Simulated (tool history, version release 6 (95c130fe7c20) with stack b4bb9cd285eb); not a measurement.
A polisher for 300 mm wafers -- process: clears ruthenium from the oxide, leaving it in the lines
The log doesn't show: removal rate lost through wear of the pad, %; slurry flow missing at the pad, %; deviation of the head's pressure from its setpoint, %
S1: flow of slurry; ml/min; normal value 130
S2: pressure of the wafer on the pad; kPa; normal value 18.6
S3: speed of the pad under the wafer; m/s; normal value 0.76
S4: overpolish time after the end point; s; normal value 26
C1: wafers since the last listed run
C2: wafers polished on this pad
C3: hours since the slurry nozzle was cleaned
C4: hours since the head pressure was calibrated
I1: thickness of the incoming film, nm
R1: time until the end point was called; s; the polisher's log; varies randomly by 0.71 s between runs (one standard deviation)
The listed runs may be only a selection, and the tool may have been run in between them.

{"run": 1, "hour": 0.0, "S1": 130, "S2": 18.6, "S3": 0.76, "S4": 26, "C1": 0, "C2": 1403, "C3": 41.9, "C4": 283.4, "I1": 98.3, "R1": 68.0}
{"run": 2, "hour": 49.7, "S1": 130, "S2": 18.6, "S3": 0.88, "S4": 26, "C1": 337, "C2": 1740, "C3": 91.6, "C4": 333.1, "I1": 99.9, "R1": 59.1}
{"run": 3, "hour": 128.3, "S1": 130, "S2": 18.6, "S3": 0.76, "S4": 34, "C1": 533, "C2": 2273, "C3": 170.2, "C4": 411.7, "I1": 100.5, "R1": 68.7}
{"run": 4, "hour": 201.6, "S1": 130, "S2": 18.6, "S3": 0.76, "S4": 34, "C1": 497, "C2": 2770, "C3": 243.5, "C4": 485.0, "I1": 100.7, "R1": 68.6}
{"hour": 336.1, "done": "worn pad replaced by a new one"}
{"hour": 441.1, "done": "slurry nozzle cleaned"}
{"run": 5, "hour": 509.1, "S1": 130, "S2": 13.8, "S3": 0.76, "S4": 26, "C1": 2051, "C2": 1166, "C3": 68.0, "C4": 792.5, "I1": 99.7, "R1": 86.5}
{"run": 6, "hour": 560.6, "S1": 130, "S2": 13.8, "S3": 0.76, "S4": 26, "C1": 349, "C2": 1515, "C3": 119.5, "C4": 844.0, "I1": 99.8, "R1": 87.0}
{"hour": 572.7, "done": "head pressure recalibrated"}
{"run": 7, "hour": 618.5, "S1": 130, "S2": 13.8, "S3": 0.76, "S4": 26, "C1": 379, "C2": 1894, "C3": 177.4, "C4": 45.8, "I1": 99.5, "R1": 95.9}
{"run": 8, "hour": 691.1, "S1": 165, "S2": 18.6, "S3": 0.76, "S4": 26, "C1": 492, "C2": 2386, "C3": 250.0, "C4": 118.4, "I1": 101.0, "R1": 69.2}
{"run": 9, "hour": 729.6, "S1": 130, "S2": 18.6, "S3": 0.66, "S4": 26, "C1": 261, "C2": 2647, "C3": 288.5, "C4": 156.9, "I1": 99.7, "R1": 81.1}
{"run": 10, "hour": 788.4, "S1": 130, "S2": 18.6, "S3": 0.66, "S4": 26, "C1": 398, "C2": 3046, "C3": 347.3, "C4": 215.7, "I1": 100.0, "R1": 81.7}
{"hour": 875.1, "done": "slurry nozzle cleaned"}
{"run": 11, "hour": 875.5, "S1": 130, "S2": 18.6, "S3": 0.76, "S4": 26, "C1": 583, "C2": 3630, "C3": 0.4, "C4": 302.8, "I1": 99.5, "R1": 69.6}
{"hour": 907.1, "done": "worn pad replaced by a new one"}
{"run": 12, "hour": 961.9, "S1": 130, "S2": 18.6, "S3": 0.76, "S4": 26, "C1": 558, "C2": 371, "C3": 86.8, "C4": 389.2, "I1": 100.9, "R1": 69.8}
{"run": 13, "hour": 1021.7, "S1": 130, "S2": 18.6, "S3": 0.76, "S4": 26, "C1": 405, "C2": 777, "C3": 146.6, "C4": 449.0, "I1": 100.3, "R1": 67.9}
{"run": 14, "hour": 1127.8, "S1": 130, "S2": 18.6, "S3": 0.76, "S4": 16, "C1": 719, "C2": 1496, "C3": 252.7, "C4": 555.1, "I1": 99.0, "R1": 67.0}
{"run": 15, "hour": 1376.4, "S1": 130, "S2": 18.6, "S3": 0.82, "S4": 26, "C1": 1685, "C2": 3182, "C3": 501.3, "C4": 803.7, "I1": 100.4, "R1": 59.3}
{"hour": 1399.9, "done": "worn pad replaced by a new one"}
{"hour": 1418.1, "done": "slurry nozzle cleaned"}
{"run": 16, "hour": 1432.7, "S1": 130, "S2": 18.6, "S3": 0.76, "S4": 26, "C1": 347, "C2": 215, "C3": 14.6, "C4": 860.0, "I1": 97.9, "R1": 64.3}
{"run": 17, "hour": 1492.7, "S1": 170, "S2": 18.6, "S3": 0.76, "S4": 26, "C1": 406, "C2": 622, "C3": 74.6, "C4": 920.0, "I1": 99.8, "R1": 60.9}
{"hour": 1540.3, "done": "head pressure recalibrated"}
{"run": 18, "hour": 1590.9, "S1": 175, "S2": 18.6, "S3": 0.88, "S4": 26, "C1": 652, "C2": 1274, "C3": 172.8, "C4": 50.6, "I1": 100.4, "R1": 58.2}
{"run": 19, "hour": 1689.8, "S1": 130, "S2": 18.6, "S3": 0.76, "S4": 26, "C1": 670, "C2": 1945, "C3": 271.7, "C4": 149.5, "I1": 100.4, "R1": 70.1}
{"run": 20, "hour": 1770.8, "S1": 105, "S2": 23.4, "S3": 0.96, "S4": 37, "C1": 549, "C2": 2494, "C3": 352.7, "C4": 230.5, "I1": 98.8, "R1": 46.2}
{"run": 21, "hour": 1834.8, "S1": 130, "S2": 18.6, "S3": 0.76, "S4": 26, "C1": 433, "C2": 2928, "C3": 416.7, "C4": 294.5, "I1": 98.6, "R1": 67.5}
{"hour": 1848.5, "done": "slurry nozzle cleaned"}
{"run": 22, "hour": 1908.8, "S1": 110, "S2": 12.4, "S3": 0.52, "S4": 19, "C1": 495, "C2": 3423, "C3": 60.3, "C4": 368.5, "I1": 98.9, "R1": 153.6}
{"hour": 1949.8, "done": "worn pad replaced by a new one"}
{"run": 23, "hour": 1995.6, "S1": 145, "S2": 22.8, "S3": 0.76, "S4": 26, "C1": 561, "C2": 310, "C3": 147.1, "C4": 455.3, "I1": 99.1, "R1": 53.4}
{"run": 24, "hour": 2062.9, "S1": 165, "S2": 16.5, "S3": 0.66, "S4": 11, "C1": 456, "C2": 767, "C3": 214.4, "C4": 522.6, "I1": 99.0, "R1": 82.6}
{"run": 25, "hour": 2159.8, "S1": 170, "S2": 14.5, "S3": 0.68, "S4": 26, "C1": 657, "C2": 1424, "C3": 311.3, "C4": 619.5, "I1": 100.3, "R1": 91.6}
{"run": 26, "hour": 2254.6, "S1": 130, "S2": 16.5, "S3": 0.76, "S4": 26, "C1": 642, "C2": 2067, "C3": 406.1, "C4": 714.3, "I1": 100.6, "R1": 74.1}
{"hour": 2305.2, "done": "slurry nozzle cleaned"}
{"run": 27, "hour": 2312.2, "S1": 130, "S2": 15.2, "S3": 0.9, "S4": 26, "C1": 383, "C2": 2451, "C3": 7.0, "C4": 771.9, "I1": 98.9, "R1": 67.9}
{"hour": 2391.4, "done": "worn pad replaced by a new one"}
{"hour": 2400.3, "done": "head pressure recalibrated"}
{"run": 28, "hour": 2406.5, "S1": 130, "S2": 18.6, "S3": 0.76, "S4": 14, "C1": 598, "C2": 89, "C3": 101.3, "C4": 6.2, "I1": 99.7, "R1": 74.7}
{"run": 29, "hour": 2456.5, "S1": 150, "S2": 18.6, "S3": 0.76, "S4": 37, "C1": 339, "C2": 428, "C3": 151.3, "C4": 56.2, "I1": 100.8, "R1": 70.8}
{"run": 30, "hour": 2496.9, "S1": 130, "S2": 22.1, "S3": 0.88, "S4": 16, "C1": 273, "C2": 702, "C3": 191.7, "C4": 96.6, "I1": 100.0, "R1": 52.5}

Here are 4 independent what-if runs from the current tool condition. What would each one return?
{"run": "A", "hour": 2497.4, "S1": 130, "S2": 18.6, "S3": 0.76, "S4": 37, "C1": 3, "C2": 705, "C3": 192.2, "C4": 97.1, "I1": 98.9, "R1": "?"}
{"run": "B", "hour": 2497.4, "S1": 115, "S2": 13.1, "S3": 0.54, "S4": 22, "C1": 3, "C2": 705, "C3": 192.2, "C4": 97.1, "I1": 98.9, "R1": "?"}
{"run": "C", "hour": 2497.4, "S1": 130, "S2": 15.9, "S3": 0.58, "S4": 26, "C1": 3, "C2": 705, "C3": 192.2, "C4": 97.1, "I1": 98.9, "R1": "?"}
{"run": "D", "hour": 2497.4, "S1": 150, "S2": 21.4, "S3": 0.94, "S4": 11, "C1": 3, "C2": 705, "C3": 192.2, "C4": 97.1, "I1": 98.9, "R1": "?"}

run=A R1=71.5
run=B R1=147.1
run=C R1=110.0
run=D R1=48.9
What these runs would have given with no unlogged condition in the tool:
run=A R1=70.6
run=B R1=145.2
run=C R1=108.5
run=D R1=48.3
